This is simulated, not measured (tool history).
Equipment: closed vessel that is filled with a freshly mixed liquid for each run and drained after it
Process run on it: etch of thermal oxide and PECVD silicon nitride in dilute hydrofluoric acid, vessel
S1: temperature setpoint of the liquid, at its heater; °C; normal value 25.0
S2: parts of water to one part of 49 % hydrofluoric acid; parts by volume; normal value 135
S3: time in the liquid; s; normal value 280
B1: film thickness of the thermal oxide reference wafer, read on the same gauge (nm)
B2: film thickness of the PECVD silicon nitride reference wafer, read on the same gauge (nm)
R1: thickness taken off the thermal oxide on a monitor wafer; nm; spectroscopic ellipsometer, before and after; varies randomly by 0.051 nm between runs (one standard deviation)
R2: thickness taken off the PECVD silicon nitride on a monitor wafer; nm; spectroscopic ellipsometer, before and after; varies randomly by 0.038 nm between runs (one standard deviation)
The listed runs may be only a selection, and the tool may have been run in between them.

Run 1, hour 0.0: usual settings but S1 24.0 °C; B1 70.00; B2 100.01. Result: R1 9.17 nm, R2 9.09 nm.
Run 2, hour 6.9: usual settings; B1 70.00; B2 100.01. Result: R1 9.53 nm, R2 9.74 nm.
Run 3, hour 17.7: usual settings; B1 69.99; B2 99.98. Result: R1 9.60 nm, R2 9.73 nm.
Run 4, hour 30.5: usual settings; B1 69.98; B2 99.96. Result: R1 9.59 nm, R2 9.75 nm.
Run 5, hour 40.4: usual settings; B1 70.00; B2 100.00. Result: R1 9.48 nm, R2 9.78 nm.
Run 6, hour 53.2: usual settings; B1 70.02; B2 99.99. Result: R1 9.54 nm, R2 9.68 nm.
Run 7, hour 67.7: usual settings; B1 70.00; B2 100.05. Result: R1 9.51 nm, R2 9.69 nm.
Run 8, hour 82.5: usual settings; B1 69.99; B2 99.98. Result: R1 9.45 nm, R2 9.66 nm.
Run 9, hour 97.0: usual settings but S1 21.5 °C; B1 70.02; B2 99.98. Result: R1 8.32 nm, R2 7.72 nm.
Run 10, hour 111.2: usual settings but S1 21.5 °C; B1 69.97; B2 99.99. Result: R1 8.34 nm, R2 7.72 nm.
Run 11, hour 123.2: usual settings but S1 21.5 °C; B1 69.99; B2 99.97. Result: R1 8.25 nm, R2 7.75 nm.
At hour 124.7: gauge calibrated.
Run 12, hour 131.7: usual settings but S2 95 parts by volume; B1 69.98; B2 100.00. Result: R1 14.09 nm, R2 13.74 nm.
Run 13, hour 139.7: usual settings but S2 95 parts by volume, S3 135 s; B1 70.02; B2 100.01. Result: R1 6.83 nm, R2 6.58 nm.
Run 14, hour 156.0: usual settings; B1 70.00; B2 100.00. Result: R1 9.51 nm, R2 9.64 nm.
Run 15, hour 163.7: usual settings but S2 110 parts by volume; B1 70.00; B2 100.02. Result: R1 12.00 nm, R2 11.77 nm.
At hour 172.9: hydrofluoric acid flow meter replaced.
Run 16, hour 180.5: usual settings but S1 29.5 °C, S2 155 parts by volume, S3 170 s; B1 70.02; B2 99.98. Result: R1 6.46 nm, R2 7.48 nm.
Run 17, hour 189.3: usual settings but S1 20.5 °C, S3 390 s; B1 69.99; B2 99.98. Result: R1 12.36 nm, R2 10.99 nm.
Run 18, hour 198.2: usual settings; B1 70.00; B2 99.99. Result: R1 10.58 nm, R2 10.62 nm.
Run 19, hour 214.5: usual settings but S2 195 parts by volume, S3 150 s; B1 70.00; B2 99.98. Result: R1 3.66 nm, R2 3.98 nm.
Run 20, hour 231.4: usual settings but S1 23.0 °C, S2 95 parts by volume, S3 165 s; B1 70.01; B2 99.98. Result: R1 8.73 nm, R2 7.81 nm.
At hour 232.7: thermometer replaced.
Run 21, hour 247.8: usual settings but S1 21.0 °C, S2 155 parts by volume, S3 155 s; B1 70.01; B2 100.03. Result: R1 4.27 nm, R2 3.96 nm.
Run 22, hour 257.8: usual settings but S1 24.0 °C; B1 69.99; B2 100.02. Result: R1 10.13 nm, R2 9.97 nm.
Run 23, hour 275.6: usual settings; B1 69.99; B2 99.95. Result: R1 10.57 nm, R2 10.70 nm.
Run 24, hour 286.3: usual settings but S1 22.5 °C, S2 155 parts by volume; B1 70.00; B2 99.97. Result: R1 8.18 nm, R2 7.90 nm.
Run 25, hour 300.8: usual settings but S1 23.0 °C, S2 95 parts by volume, S3 130 s; B1 70.01; B2 100.02. Result: R1 6.76 nm, R2 6.11 nm.
Run 26, hour 311.0: usual settings but S1 24.0 °C; B1 70.02; B2 99.97. Result: R1 10.15 nm, R2 9.99 nm.

Some steps in R1, run to run, broken into two amounts with sign: the step expected even without the hidden condition (settings, incoming material, random variation), and the rest, left for the hidden condition together with whatever gauge scatter is not in both the measured and the hidden-condition-free result:
Hidden state present: liquid colder than its thermometer reads (K); hydrofluoric acid flow below the setpoint (%); gauge reads high (%).
Run 12 -> 13: S3 280 -> 135. R1 -7.26 nm: hidden state +1.09, all else -8.35.
Run 15 -> 16: S1 25.0 -> 29.5, S2 110 -> 155, S3 280 -> 170, hydrofluoric acid flow meter replaced. R1 -5.54 nm: hidden state +1.67, all else -7.21.
Run 18 -> 19: S2 135 -> 195, S3 280 -> 150. R1 -6.92 nm: hidden state +0.19, all else -7.11.
